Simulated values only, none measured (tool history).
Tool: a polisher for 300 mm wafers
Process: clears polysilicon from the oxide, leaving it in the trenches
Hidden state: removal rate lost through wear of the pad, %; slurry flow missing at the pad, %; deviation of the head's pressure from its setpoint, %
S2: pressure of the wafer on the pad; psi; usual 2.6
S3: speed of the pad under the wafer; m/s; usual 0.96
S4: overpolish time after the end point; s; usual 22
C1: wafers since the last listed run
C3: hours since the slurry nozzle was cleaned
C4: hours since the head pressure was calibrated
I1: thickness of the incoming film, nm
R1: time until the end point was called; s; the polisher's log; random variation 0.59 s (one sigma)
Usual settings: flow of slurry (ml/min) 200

run 1 hour=0.0 | flow_of_slurry_(ml/min)=200 S2=2.6 S3=0.96 S4=22 | C1=0 wafers_polished_on_this_pad=1365 C3=129.8 C4=569.2 | I1=663.4 | R1=44.8
-- hour=22.8 worn pad replaced by a new one
run 2 hour=27.8 | flow_of_slurry_(ml/min)=200 S2=2.3 S3=0.96 S4=22 | C1=164 wafers_polished_on_this_pad=34 C3=157.6 C4=597.0 | I1=670.0 | R1=45.6
run 3 hour=58.4 | flow_of_slurry_(ml/min)=200 S2=2.3 S3=0.96 S4=22 | C1=210 wafers_polished_on_this_pad=245 C3=188.2 C4=627.6 | I1=670.4 | R1=45.3
-- hour=79.9 head pressure recalibrated
run 4 hour=81.6 | flow_of_slurry_(ml/min)=200 S2=2.3 S3=0.96 S4=22 | C1=146 wafers_polished_on_this_pad=391 C3=211.4 C4=1.7 | I1=666.8 | R1=51.9
run 5 hour=97.1 | flow_of_slurry_(ml/min)=200 S2=2.6 S3=0.96 S4=22 | C1=106 wafers_polished_on_this_pad=498 C3=226.9 C4=17.2 | I1=671.1 | R1=46.1
-- hour=101.9 slurry nozzle cleaned
run 6 hour=122.0 | flow_of_slurry_(ml/min)=200 S2=2.6 S3=0.96 S4=22 | C1=164 wafers_polished_on_this_pad=663 C3=20.1 C4=42.1 | I1=674.0 | R1=46.5
run 7 hour=144.2 | flow_of_slurry_(ml/min)=200 S2=2.6 S3=0.96 S4=22 | C1=153 wafers_polished_on_this_pad=816 C3=42.3 C4=64.3 | I1=670.7 | R1=44.8
run 8 hour=176.0 | flow_of_slurry_(ml/min)=200 S2=2.6 S3=0.96 S4=22 | C1=219 wafers_polished_on_this_pad=1035 C3=74.1 C4=96.1 | I1=661.1 | R1=45.8
run 9 hour=200.0 | flow_of_slurry_(ml/min)=200 S2=2.6 S3=0.96 S4=22 | C1=165 wafers_polished_on_this_pad=1201 C3=98.1 C4=120.1 | I1=674.3 | R1=46.8
run 10 hour=219.6 | flow_of_slurry_(ml/min)=200 S2=2.6 S3=0.96 S4=22 | C1=135 wafers_polished_on_this_pad=1336 C3=117.7 C4=139.7 | I1=667.2 | R1=47.8
run 11 hour=233.1 | flow_of_slurry_(ml/min)=200 S2=2.6 S3=0.96 S4=22 | C1=93 wafers_polished_on_this_pad=1429 C3=131.2 C4=153.2 | I1=670.6 | R1=47.9
-- hour=256.5 worn pad replaced by a new one
run 12 hour=258.4 | flow_of_slurry_(ml/min)=200 S2=3.3 S3=0.96 S4=22 | C1=146 wafers_polished_on_this_pad=13 C3=156.5 C4=178.5 | I1=679.9 | R1=34.2
run 13 hour=307.0 | flow_of_slurry_(ml/min)=200 S2=3.3 S3=0.96 S4=22 | C1=335 wafers_polished_on_this_pad=348 C3=205.1 C4=227.1 | I1=663.9 | R1=33.1
-- hour=363.2 slurry nozzle cleaned
run 14 hour=400.6 | flow_of_slurry_(ml/min)=200 S2=3.3 S3=0.96 S4=22 | C1=638 wafers_polished_on_this_pad=986 C3=37.4 C4=320.7 | I1=676.6 | R1=35.1
run 15 hour=426.3 | flow_of_slurry_(ml/min)=225 S2=2.6 S3=0.96 S4=27 | C1=177 wafers_polished_on_this_pad=1164 C3=63.1 C4=346.4 | I1=670.8 | R1=44.8
run 16 hour=454.4 | flow_of_slurry_(ml/min)=225 S2=2.6 S3=0.96 S4=27 | C1=193 wafers_polished_on_this_pad=1357 C3=91.2 C4=374.5 | I1=663.7 | R1=45.9
-- hour=472.1 worn pad replaced by a new one
run 17 hour=472.6 | flow_of_slurry_(ml/min)=140 S2=3.2 S3=0.96 S4=30 | C1=97 wafers_polished_on_this_pad=3 C3=109.4 C4=392.7 | I1=674.8 | R1=36.6
run 18 hour=491.9 | flow_of_slurry_(ml/min)=200 S2=3.4 S3=0.78 S4=30 | C1=133 wafers_polished_on_this_pad=136 C3=128.7 C4=412.0 | I1=655.8 | R1=34.7
run 19 hour=516.1 | flow_of_slurry_(ml/min)=170 S2=1.7 S3=1.12 S4=27 | C1=166 wafers_polished_on_this_pad=303 C3=152.9 C4=436.2 | I1=662.7 | R1=59.1
run 20 hour=530.6 | flow_of_slurry_(ml/min)=265 S2=2.9 S3=0.96 S4=22 | C1=99 wafers_polished_on_this_pad=403 C3=167.4 C4=450.7 | I1=667.2 | R1=34.8
run 21 hour=557.7 | flow_of_slurry_(ml/min)=200 S2=2.6 S3=0.96 S4=22 | C1=186 wafers_polished_on_this_pad=589 C3=194.5 C4=477.8 | I1=669.1 | R1=40.3
run 22 hour=632.3 | flow_of_slurry_(ml/min)=200 S2=1.7 S3=1.30 S4=22 | C1=514 wafers_polished_on_this_pad=1104 C3=269.1 C4=552.4 | I1=671.7 | R1=55.9
run 23 hour=663.8 | flow_of_slurry_(ml/min)=200 S2=2.6 S3=0.96 S4=22 | C1=217 wafers_polished_on_this_pad=1321 C3=300.6 C4=583.9 | I1=664.7 | R1=44.1
-- hour=673.0 slurry nozzle cleaned
-- hour=674.4 worn pad replaced by a new one
-- hour=677.1 head pressure recalibrated
run 24 hour=686.3 | flow_of_slurry_(ml/min)=200 S2=2.6 S3=1.16 S4=22 | C1=124 wafers_polished_on_this_pad=68 C3=13.3 C4=9.2 | I1=669.8 | R1=40.1
run 25 hour=707.3 | flow_of_slurry_(ml/min)=200 S2=2.6 S3=0.96 S4=22 | C1=144 wafers_polished_on_this_pad=212 C3=34.3 C4=30.2 | I1=679.0 | R1=46.1
run 26 hour=738.6 | flow_of_slurry_(ml/min)=200 S2=2.1 S3=0.96 S4=22 | C1=215 wafers_polished_on_this_pad=428 C3=65.6 C4=61.5 | I1=661.7 | R1=53.4
run 27 hour=766.2 | flow_of_slurry_(ml/min)=200 S2=2.1 S3=0.84 S4=22 | C1=190 wafers_polished_on_this_pad=619 C3=93.2 C4=89.1 | I1=666.9 | R1=59.2
run 28 hour=800.9 | flow_of_slurry_(ml/min)=270 S2=1.9 S3=0.86 S4=35 | C1=239 wafers_polished_on_this_pad=858 C3=127.9 C4=123.8 | I1=670.5 | R1=63.7
run 29 hour=813.5 | flow_of_slurry_(ml/min)=200 S2=2.6 S3=0.96 S4=22 | C1=86 wafers_polished_on_this_pad=945 C3=140.5 C4=136.4 | I1=667.2 | R1=44.5
run 30 hour=829.1 | flow_of_slurry_(ml/min)=160 S2=2.2 S3=0.96 S4=22 | C1=107 wafers_polished_on_this_pad=1052 C3=156.1 C4=152.0 | I1=673.5 | R1=56.0
run 31 hour=862.0 | flow_of_slurry_(ml/min)=245 S2=2.6 S3=0.74 S4=22 | C1=226 wafers_polished_on_this_pad=1279 C3=189.0 C4=184.9 | I1=672.7 | R1=53.5
run 32 hour=877.4 | flow_of_slurry_(ml/min)=200 S2=3.0 S3=0.96 S4=22 | C1=106 wafers_polished_on_this_pad=1385 C3=204.4 C4=200.3 | I1=676.7 | R1=40.7
-- hour=896.0 worn pad replaced by a new one
run 33 hour=896.9 | flow_of_slurry_(ml/min)=170 S2=3.0 S3=0.96 S4=22 | C1=106 wafers_polished_on_this_pad=6 C3=223.9 C4=219.8 | I1=674.2 | R1=36.8
run 34 hour=913.9 | flow_of_slurry_(ml/min)=140 S2=3.2 S3=1.24 S4=32 | C1=117 wafers_polished_on_this_pad=123 C3=240.9 C4=236.8 | I1=669.8 | R1=29.8
run 35 hour=945.9 | flow_of_slurry_(ml/min)=200 S2=2.6 S3=0.96 S4=22 | C1=220 wafers_polished_on_this_pad=343 C3=272.9 C4=268.8 | I1=663.9 | R1=40.4

Forecast each of these 3 alternatives for the next run:
run A hour=946.3 | flow_of_slurry_(ml/min)=200 S2=2.6 S3=0.96 S4=22 | C1=2 wafers_polished_on_this_pad=346 C3=273.3 C4=269.2 | I1=682.4 | R1=?
run B hour=946.3 | flow_of_slurry_(ml/min)=200 S2=2.6 S3=0.76 S4=9 | C1=2 wafers_polished_on_this_pad=346 C3=273.3 C4=269.2 | I1=682.4 | R1=?
run C hour=946.3 | flow_of_slurry_(ml/min)=200 S2=3.0 S3=1.12 S4=22 | C1=2 wafers_polished_on_this_pad=346 C3=273.3 C4=269.2 | I1=682.4 | R1=?

run=A R1=41.6
run=B R1=47.8
run=C R1=32.7
Without the tool's hidden state the same runs would have given:
run=A R1=45.5
run=B R1=52.2
run=C R1=35.7

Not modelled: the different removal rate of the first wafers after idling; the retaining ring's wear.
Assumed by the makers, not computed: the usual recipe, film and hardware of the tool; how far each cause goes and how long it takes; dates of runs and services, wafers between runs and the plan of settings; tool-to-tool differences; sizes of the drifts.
